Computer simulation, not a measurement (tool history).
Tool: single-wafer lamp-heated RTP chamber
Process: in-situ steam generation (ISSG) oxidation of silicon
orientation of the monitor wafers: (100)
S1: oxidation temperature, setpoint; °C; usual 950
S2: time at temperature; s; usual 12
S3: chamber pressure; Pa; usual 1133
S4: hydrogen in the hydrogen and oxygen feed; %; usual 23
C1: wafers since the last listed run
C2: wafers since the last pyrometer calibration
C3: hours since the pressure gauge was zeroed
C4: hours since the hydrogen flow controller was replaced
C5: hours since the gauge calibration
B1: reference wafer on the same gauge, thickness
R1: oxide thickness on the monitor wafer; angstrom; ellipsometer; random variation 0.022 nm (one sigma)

{"run": 1, "day": 0.0, "S1": 941, "S2": 12, "S3": 1133, "S4": 28, "C1": 0, "C2": 1045, "C3": 2484, "C4": 5872.9, "C5": 284.7, "B1": 3.901, "R1": 42.48}
{"day": 2.554, "done": "pyrometer window cleaned and pyrometer calibrated"}
{"run": 2, "day": 4.888, "S1": 941, "S2": 12, "S3": 1133, "S4": 28, "C1": 843, "C2": 431, "C3": 2601.3, "C4": 5990.2, "C5": 402, "B1": 3.915, "R1": 42.34}
{"run": 3, "day": 6.679, "S1": 941, "S2": 12, "S3": 1133, "S4": 28, "C1": 331, "C2": 763, "C3": 2644.3, "C4": 6033.2, "C5": 445, "B1": 3.922, "R1": 42.22}
{"run": 4, "day": 8.108, "S1": 950, "S2": 12, "S3": 1133, "S4": 26, "C1": 264, "C2": 1028, "C3": 2678.6, "C4": 6067.5, "C5": 479.3, "B1": 3.93, "R1": 42.55}
{"run": 5, "day": 9.525, "S1": 950, "S2": 12, "S3": 1133, "S4": 26, "C1": 262, "C2": 1290, "C3": 2712.6, "C4": 6101.5, "C5": 513.3, "B1": 3.938, "R1": 42.89}
{"day": 10.667, "done": "pyrometer window cleaned and pyrometer calibrated"}
{"run": 6, "day": 10.688, "S1": 950, "S2": 12, "S3": 1133, "S4": 23, "C1": 153, "C2": 3, "C3": 2740.5, "C4": 6129.4, "C5": 541.2, "B1": 3.94, "R1": 41.42}
{"run": 7, "day": 12.225, "S1": 950, "S2": 12, "S3": 1133, "S4": 23, "C1": 284, "C2": 288, "C3": 2777.4, "C4": 6166.3, "C5": 578.1, "B1": 3.946, "R1": 41.37}
{"run": 8, "day": 13.788, "S1": 950, "S2": 9, "S3": 1133, "S4": 23, "C1": 289, "C2": 577, "C3": 2814.9, "C4": 6203.8, "C5": 615.6, "B1": 3.947, "R1": 37.39}
{"day": 15.083, "done": "pressure gauge zeroed"}
{"run": 9, "day": 15.325, "S1": 950, "S2": 12, "S3": 1133, "S4": 23, "C1": 222, "C2": 800, "C3": 5.8, "C4": 6240.7, "C5": 652.5, "B1": 3.958, "R1": 41.53}
{"run": 10, "day": 17.225, "S1": 950, "S2": 12, "S3": 1133, "S4": 23, "C1": 351, "C2": 1152, "C3": 51.4, "C4": 6286.3, "C5": 698.1, "B1": 3.962, "R1": 42.28}
{"day": 19.183, "done": "hydrogen flow controller replaced"}
{"day": 19.596, "done": "pyrometer window cleaned and pyrometer calibrated"}
{"run": 11, "day": 23.138, "S1": 950, "S2": 12, "S3": 1133, "S4": 23, "C1": 971, "C2": 655, "C3": 193.3, "C4": 94.9, "C5": 840, "B1": 3.982, "R1": 42.06}
{"day": 23.371, "done": "gauge calibrated"}
{"run": 12, "day": 24.275, "S1": 950, "S2": 16, "S3": 1133, "S4": 17, "C1": 210, "C2": 866, "C3": 220.6, "C4": 122.2, "C5": 21.7, "B1": 3.855, "R1": 42.41}
{"run": 13, "day": 25.717, "S1": 935, "S2": 8, "S3": 1280, "S4": 23, "C1": 266, "C2": 1133, "C3": 255.2, "C4": 156.8, "C5": 56.3, "B1": 3.858, "R1": 34.07}
{"run": 14, "day": 27.117, "S1": 950, "S2": 12, "S3": 1133, "S4": 16, "C1": 259, "C2": 1392, "C3": 288.8, "C4": 190.4, "C5": 89.9, "B1": 3.86, "R1": 37.33}
{"day": 28.538, "done": "pyrometer window cleaned and pyrometer calibrated"}
{"run": 15, "day": 28.558, "S1": 964, "S2": 9, "S3": 1000, "S4": 32, "C1": 205, "C2": 3, "C3": 323.4, "C4": 225, "C5": 124.5, "B1": 3.865, "R1": 41.87}
{"run": 16, "day": 36.004, "S1": 950, "S2": 16, "S3": 1133, "S4": 23, "C1": 1378, "C2": 1382, "C3": 502.1, "C4": 403.7, "C5": 303.2, "B1": 3.893, "R1": 46.31}

3 ways to go on from here, each from the tool as it stands after run 16. What would each give?
{"run": "A", "day": 36.021, "S1": 950, "S2": 12, "S3": 1333, "S4": 23, "C1": 3, "C2": 1385, "C3": 502.5, "C4": 404.1, "C5": 303.6, "B1": "?", "R1": "?"}
{"run": "B", "day": 36.021, "S1": 950, "S2": 15, "S3": 1133, "S4": 17, "C1": 3, "C2": 1385, "C3": 502.5, "C4": 404.1, "C5": 303.6, "B1": "?", "R1": "?"}
{"run": "C", "day": 36.021, "S1": 944, "S2": 12, "S3": 1267, "S4": 29, "C1": 3, "C2": 1385, "C3": 502.5, "C4": 404.1, "C5": 303.6, "B1": "?", "R1": "?"}

run=A B1=3.896 R1=40.13
run=B B1=3.896 R1=41.6
run=C B1=3.896 R1=42.27
Without the tool's hidden state the same runs would have given:
run=A R1=39.66
run=B R1=41.11
run=C R1=41.77

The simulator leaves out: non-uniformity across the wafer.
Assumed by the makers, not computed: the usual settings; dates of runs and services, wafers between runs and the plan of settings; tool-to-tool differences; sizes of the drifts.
